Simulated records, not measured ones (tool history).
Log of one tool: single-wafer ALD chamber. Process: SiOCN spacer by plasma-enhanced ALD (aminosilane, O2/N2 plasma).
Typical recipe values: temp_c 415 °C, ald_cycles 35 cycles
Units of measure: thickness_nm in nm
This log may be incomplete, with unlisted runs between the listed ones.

| run | hour | temp_c | ald_cycles | read-back reference wafer on the same gauge, thickness_nm | thickness_nm |
|---|---|---|---|---|---|
| 1 | 0 | 421 | 32 | 1.94 | 1.776 |
| 2 | 25.1 | 415 | 35 | 1.939 | 1.979 |
| 3 | 44.2 | 415 | 35 | 1.941 | 1.967 |
| 4 | 79.4 | 415 | 35 | 1.941 | 1.981 |
| 5 | 114.1 | 415 | 35 | 1.939 | 1.967 |
| 6 | 145.6 | 415 | 35 | 1.939 | 1.971 |
| 7 | 165.6 | 415 | 35 | 1.939 | 1.974 |
| 8 | 192.6 | 415 | 35 | 1.94 | 1.976 |
| 9 | 213.5 | 415 | 35 | 1.94 | 1.978 |
| 10 | 242.9 | 415 | 35 | 1.939 | 1.966 |
| 11 | 327 | 415 | 35 | 1.939 | 1.968 |
| 12 | 341 | 415 | 38 | 1.94 | 2.14 |
| 13 | 353.4 | 415 | 38 | 1.941 | 2.143 |
| 14 | 381 | 415 | 35 | 1.939 | 1.983 |
| 15 | 406.3 | 415 | 35 | 1.941 | 1.968 |
| 16 | 440.3 | 415 | 35 | 1.94 | 1.97 |
| 17 | 471.7 | 410 | 35 | 1.94 | 1.997 |
| 18 | 507 | 410 | 35 | 1.939 | 1.995 |
| 19 | 540.7 | 410 | 35 | 1.939 | 1.998 |
| 20 | 564.2 | 427 | 35 | 1.939 | 1.908 |
|  | 568.4 | gauge calibrated |
| 21 | 586.9 | 427 | 35 | 1.94 | 1.909 |
| 22 | 620.6 | 415 | 35 | 1.94 | 1.968 |
| 23 | 638.5 | 415 | 35 | 1.94 | 1.971 |
| 24 | 669.1 | 415 | 35 | 1.939 | 1.977 |
| 25 | 699.7 | 406 | 29 | 1.939 | 1.675 |
| 26 | 712.1 | 429 | 35 | 1.939 | 1.892 |
|  | 720.8 | thermocouple changed; heater temperature recalibrated |
| 27 | 744.2 | 403 | 33 | 1.941 | 1.952 |
| 28 | 759 | 404 | 35 | 1.94 | 2.057 |
| 29 | 773.2 | 428 | 40 | 1.941 | 2.202 |
| 30 | 802.2 | 404 | 32 | 1.939 | 1.883 |
| 31 | 814.5 | 411 | 29 | 1.94 | 1.683 |
| 32 | 837.5 | 415 | 35 | 1.939 | 1.991 |
| 33 | 852.1 | 415 | 40 | 1.94 | 2.291 |
| 34 | 873.8 | 415 | 35 | 1.939 | 1.995 |
| 35 | 887.1 | 404 | 39 | 1.94 | 2.28 |
| 36 | 901.3 | 415 | 35 | 1.94 | 1.995 |
| 37 | 922.9 | 415 | 35 | 1.94 | 1.994 |
| 38 | 940.7 | 411 | 40 | 1.94 | 2.296 |
| 39 | 975.2 | 400 | 29 | 1.941 | 1.716 |
| 40 | 1071.5 | 415 | 35 | 1.941 | 1.978 |
| 41 | 1098.7 | 408 | 37 | 1.94 | 2.131 |
| 42 | 1181 | 415 | 41 | 1.94 | 2.314 |
| 43 | 1196.6 | 415 | 30 | 1.94 | 1.709 |
| 44 | 1210.1 | 404 | 31 | 1.941 | 1.811 |
| 45 | 1225.1 | 404 | 38 | 1.938 | 2.215 |
| 46 | 1258 | 405 | 35 | 1.94 | 2.033 |

Had the tool no unlogged condition, and each run kept its random variation, what would the results have been?
What the log doesn't record here: wafer temperature above the value expected at the setpoint (K); gauge reads high (%).
| run | thickness_nm |
|---|---|
| 1 | 1.797 |
| 2 | 2.002 |
| 3 | 1.991 |
| 4 | 2.006 |
| 5 | 1.992 |
| 6 | 1.997 |
| 7 | 1.999 |
| 8 | 2.002 |
| 9 | 2.005 |
| 10 | 1.993 |
| 11 | 1.996 |
| 12 | 2.17 |
| 13 | 2.174 |
| 14 | 2.011 |
| 15 | 1.997 |
| 16 | 1.999 |
| 17 | 2.027 |
| 18 | 2.025 |
| 19 | 2.028 |
| 20 | 1.938 |
| 21 | 1.939 |
| 22 | 1.999 |
| 23 | 2.002 |
| 24 | 2.008 |
| 25 | 1.701 |
| 26 | 1.923 |
| 27 | 1.952 |
| 28 | 2.059 |
| 29 | 2.205 |
| 30 | 1.888 |
| 31 | 1.688 |
| 32 | 1.997 |
| 33 | 2.3 |
| 34 | 2.004 |
| 35 | 2.29 |
| 36 | 2.005 |
| 37 | 2.005 |
| 38 | 2.309 |
| 39 | 1.727 |
| 40 | 1.995 |
| 41 | 2.15 |
| 42 | 2.338 |
| 43 | 1.727 |
| 44 | 1.83 |
| 45 | 2.238 |
| 46 | 2.055 |
